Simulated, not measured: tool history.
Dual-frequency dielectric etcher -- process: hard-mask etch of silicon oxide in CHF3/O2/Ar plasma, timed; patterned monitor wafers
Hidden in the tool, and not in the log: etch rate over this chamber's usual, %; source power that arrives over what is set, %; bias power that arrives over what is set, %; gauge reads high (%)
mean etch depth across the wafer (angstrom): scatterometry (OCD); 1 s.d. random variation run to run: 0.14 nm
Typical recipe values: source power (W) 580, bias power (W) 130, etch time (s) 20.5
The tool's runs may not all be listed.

run    hour  source power (W)  bias power (W)  etch time (s)  wafers since the last listed run  hours since the last wet clean  hours since the last source power generator calibration  hours since the last bias power generator calibration  hours since the last upper electrode change  hours since the gauge calibration  read-back reference wafer on the same gauge, depth_nm  mean etch depth across the wafer (angstrom)
  1       0               580             130           22.5                                 0                           283.2                                                   1669.2                                                 2211.2                                       2706.1                             2296.8                                                   40.2                                        364.1
  2    97.1               580             130           20.5                              1249                           380.3                                                   1766.3                                                 2308.3                                       2803.2                             2393.9                                                  40.19                                        333.6
  3   179.3               580             130           20.5                              1057                           462.5                                                   1848.5                                                 2390.5                                       2885.4                             2476.1                                                  40.24                                        332.5
      210.2  -- upper electrode replaced
  4   241.6               580             130           20.5                               492                           524.8                                                   1910.8                                                 2452.8                                         31.4                             2538.4                                                   40.2                                        329.3
      318.4  -- wet clean of the chamber
  5   318.9               580             130           20.5                               685                             0.5                                                   1988.1                                                 2530.1                                        108.7                             2615.7                                                   40.2                                        337.3
  6   396.8               580             140           22.5                              1002                            78.4                                                     2066                                                   2608                                        186.6                             2693.6                                                   40.2                                        381.2
  7   461.9               580             112           20.5                               837                           143.5                                                   2131.1                                                 2673.1                                        251.7                             2758.7                                                   40.2                                        318.8
  8   516.5               580             112           20.5                               702                           198.1                                                   2185.7                                                 2727.7                                        306.3                             2813.3                                                  40.19                                        316.5
  9   570.1               580             112           20.5                               689                           251.7                                                   2239.3                                                 2781.3                                        359.9                             2866.9                                                  40.19                                        318.5
 10   744.8               610             130           20.5                              2247                           426.4                                                     2414                                                   2956                                        534.6                             3041.6                                                  40.21                                        335.3
 11   804.1               580             109           20.5                               762                           485.7                                                   2473.3                                                 3015.3                                        593.9                             3100.9                                                  40.19                                        309.7
 12   884.5               580             130             16                              1034                           566.1                                                   2553.7                                                 3095.7                                        674.3                             3181.3                                                  40.19                                        255.6
      902.4  -- source power generator calibrated
 13   936.7               670             119           25.5                               620                           618.3                                                     34.3                                                 3147.9                                        726.5                             3233.5                                                  40.19                                        428.4
      962.2  -- wet clean of the chamber
 14   995.1               620             157           23.5                               442                            32.9                                                     92.7                                                 3206.3                                        784.9                             3291.9                                                  40.18                                        434.7
       1082  -- gauge calibrated
 15    1103               710             156             26                              1388                           140.8                                                    200.6                                                 3314.2                                        892.8                                 21                                                  40.22                                        504.6
 16  1210.7               690             138           24.5                              1385                           248.5                                                    308.3                                                 3421.9                                       1000.5                              128.7                                                  40.21                                        446.8
 17  1288.6               480             161           20.5                              1002                           326.4                                                    386.2                                                 3499.8                                       1078.4                              206.6                                                  40.18                                        340.4
 18    1344               530             107           20.5                               712                           381.8                                                    441.6                                                 3555.2                                       1133.8                                262                                                  40.22                                        303.3
 19  1497.7               670             107           16.5                              1977                           535.5                                                    595.3                                                 3708.9                                       1287.5                              415.7                                                   40.2                                        268.7
 20  1576.5               580             130           20.5                              1013                           614.3                                                    674.1                                                 3787.7                                       1366.3                              494.5                                                  40.17                                        337.5
     1627.2  -- bias power generator calibrated
 21  1631.8               520             119             26                               660                           669.6                                                    729.4                                                    4.6                                       1421.6                              549.8                                                  40.22                                        394.3
     1669.7  -- wet clean of the chamber
 22  1712.9               510             161           20.5                               734                            43.2                                                    810.5                                                   85.7                                       1502.7                              630.9                                                  40.19                                        350.7
 23  1760.1               580             130             17                               607                            90.4                                                    857.7                                                  132.9                                       1549.9                              678.1                                                   40.2                                          282
 24  1798.4               580             130           20.5                               492                           128.7                                                      896                                                  171.2                                       1588.2                              716.4                                                  40.19                                        343.4
 25  1866.3               510             161           26.5                               873                           196.6                                                    963.9                                                  239.1                                       1656.1                              784.3                                                  40.23                                        453.4
 26  2154.2               660             130           20.5                              3704                           484.5                                                   1251.8                                                    527                                         1944                             1072.2                                                  40.19                                        351.7
 27    2256               720             130           26.5                              1309                           586.3                                                   1353.6                                                  628.8                                       2045.8                               1174                                                  40.22                                        470.3
     2290.4  -- wet clean of the chamber
 28  2346.3               580             130           20.5                               853                            55.9                                                   1443.9                                                  719.1                                       2136.1                             1264.3                                                  40.21                                        339.9
 29  2386.7               650             130           16.5                               519                            96.3                                                   1484.3                                                  759.5                                       2176.5                             1304.7                                                  40.18                                        285.5

A few steps of mean etch depth across the wafer (angstrom) between consecutive runs. Split each: what settings, incoming material and random variation would produce without the hidden state, and what is left over for the hidden state, along with gauge scatter present in only one of the two compared results (measured, and without hidden state):
Run 12 -> 13: source power (W) 580 -> 670, bias power (W) 130 -> 119, etch time (s) 16 -> 25.5, source power generator calibrated. mean etch depth across the wafer (angstrom) +172.8: hidden state +1.5, all else +171.3.
Run 13 -> 14: source power (W) 670 -> 620, bias power (W) 119 -> 157, etch time (s) 25.5 -> 23.5, wet clean of the chamber. mean etch depth across the wafer (angstrom) +6.3: hidden state +12.6, all else -6.3.
Run 21 -> 22: source power (W) 520 -> 510, bias power (W) 119 -> 161, etch time (s) 26 -> 20.5, wet clean of the chamber. mean etch depth across the wafer (angstrom) -43.6: hidden state +11.1, all else -54.7.
Run 27 -> 28: source power (W) 720 -> 580, etch time (s) 26.5 -> 20.5, wet clean of the chamber. mean etch depth across the wafer (angstrom) -130.4: hidden state +10.8, all else -141.2.
